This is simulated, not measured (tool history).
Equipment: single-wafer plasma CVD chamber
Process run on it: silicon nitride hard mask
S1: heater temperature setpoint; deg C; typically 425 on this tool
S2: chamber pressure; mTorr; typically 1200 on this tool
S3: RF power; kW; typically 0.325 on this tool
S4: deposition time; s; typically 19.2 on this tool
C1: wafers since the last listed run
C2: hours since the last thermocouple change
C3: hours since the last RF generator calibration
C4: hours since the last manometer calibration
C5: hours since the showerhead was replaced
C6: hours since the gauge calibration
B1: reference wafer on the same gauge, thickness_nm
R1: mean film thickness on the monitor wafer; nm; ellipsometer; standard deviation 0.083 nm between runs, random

run,day,S1,S2,S3,S4,C1,C2,C3,C4,C5,C6,B1,R1
1,0.000,435,1200,0.325,16.9,0,1235.2,1133.9,201.7,5705.5,370.3,21.883,17.079
2,1.812,435,1200,0.325,16.9,1235,1278.7,1177.4,245.2,5749.0,413.8,21.901,17.014
3,4.617,435,1200,0.325,16.9,1910,1346.0,1244.7,312.5,5816.3,481.1,21.938,16.856
4,5.704,425,1200,0.325,20.2,741,1372.1,1270.8,338.6,5842.4,507.2,21.879,20.470
5,7.275,425,1200,0.325,20.2,1070,1409.8,1308.5,376.3,5880.1,544.9,21.854,20.412
6,10.262,425,1200,0.325,20.2,2035,1481.5,1380.2,448.0,5951.8,616.6,21.916,20.461
7,11.758,425,1200,0.325,19.2,1019,1517.4,1416.1,483.9,5987.7,652.5,21.891,19.433
# day 14.062: thermocouple changed; heater temperature recalibrated
8,14.083,425,1200,0.325,19.2,1357,0.5,1471.9,539.7,6043.5,708.3,21.914,19.362
9,15.821,425,1200,0.325,19.2,1184,42.2,1513.6,581.4,6085.2,750.0,21.912,19.445
10,18.333,425,1050,0.325,19.2,1712,102.5,1573.9,641.7,6145.5,810.3,21.921,18.541
11,20.067,425,1200,0.325,19.2,1181,144.1,1615.5,683.3,6187.1,851.9,21.836,19.382
12,22.471,425,1200,0.325,19.2,1638,201.8,1673.2,741.0,6244.8,909.6,21.902,19.539
13,24.883,425,1200,0.325,20.2,1643,259.7,1731.1,798.9,6302.7,967.5,21.913,20.395
14,26.179,411,1440,0.325,19.2,883,290.8,1762.2,830.0,6333.8,998.6,21.882,20.445
15,29.133,434,970,0.325,19.2,2013,361.7,1833.1,900.9,6404.7,1069.5,21.908,18.032
# day 30.667: capacitance manometer re-zeroed and calibrated
16,31.696,425,1480,0.325,22.3,1519,423.2,1894.6,24.7,6466.2,1131.0,21.918,23.860
# day 31.696: gauge calibrated
# day 32.562: RF generator calibrated
# day 33.762: showerhead replaced
17,33.783,439,1200,0.325,19.2,968,473.3,29.3,74.8,0.5,50.1,21.936,19.961
18,35.367,425,1200,0.305,20.2,1078,511.3,67.3,112.8,38.5,88.1,21.884,20.304
19,37.796,425,950,0.350,19.2,1655,569.6,125.6,171.1,96.8,146.4,21.836,19.427
20,39.633,425,970,0.350,19.2,1252,613.7,169.7,215.2,140.9,190.5,21.836,19.309
21,40.954,433,1380,0.325,19.2,900,645.4,201.4,246.9,172.6,222.2,21.905,20.620
22,43.225,437,1200,0.280,17.4,1547,699.9,255.9,301.4,227.1,276.7,21.892,16.710

5 ways to go on from here, each from the tool as it stands after run 22. What would each give?
A,43.242,425,950,0.325,19.2,11,700.3,256.3,301.8,227.5,277.1,?,?
B,43.242,425,1200,0.285,19.2,11,700.3,256.3,301.8,227.5,277.1,?,?
C,43.242,425,1410,0.325,19.2,11,700.3,256.3,301.8,227.5,277.1,?,?
D,43.242,425,1200,0.380,18.0,11,700.3,256.3,301.8,227.5,277.1,?,?
E,43.242,425,1290,0.325,16.1,11,700.3,256.3,301.8,227.5,277.1,?,?

run,B1,R1
A,21.907,18.574
B,21.907,18.663
C,21.907,20.742
D,21.907,20.025
E,21.907,16.983
Stripped of hidden state, with their random variation kept, the same runs would have yielded:
run,R1
A,18.871
B,18.970
C,21.073
D,20.330
E,17.254

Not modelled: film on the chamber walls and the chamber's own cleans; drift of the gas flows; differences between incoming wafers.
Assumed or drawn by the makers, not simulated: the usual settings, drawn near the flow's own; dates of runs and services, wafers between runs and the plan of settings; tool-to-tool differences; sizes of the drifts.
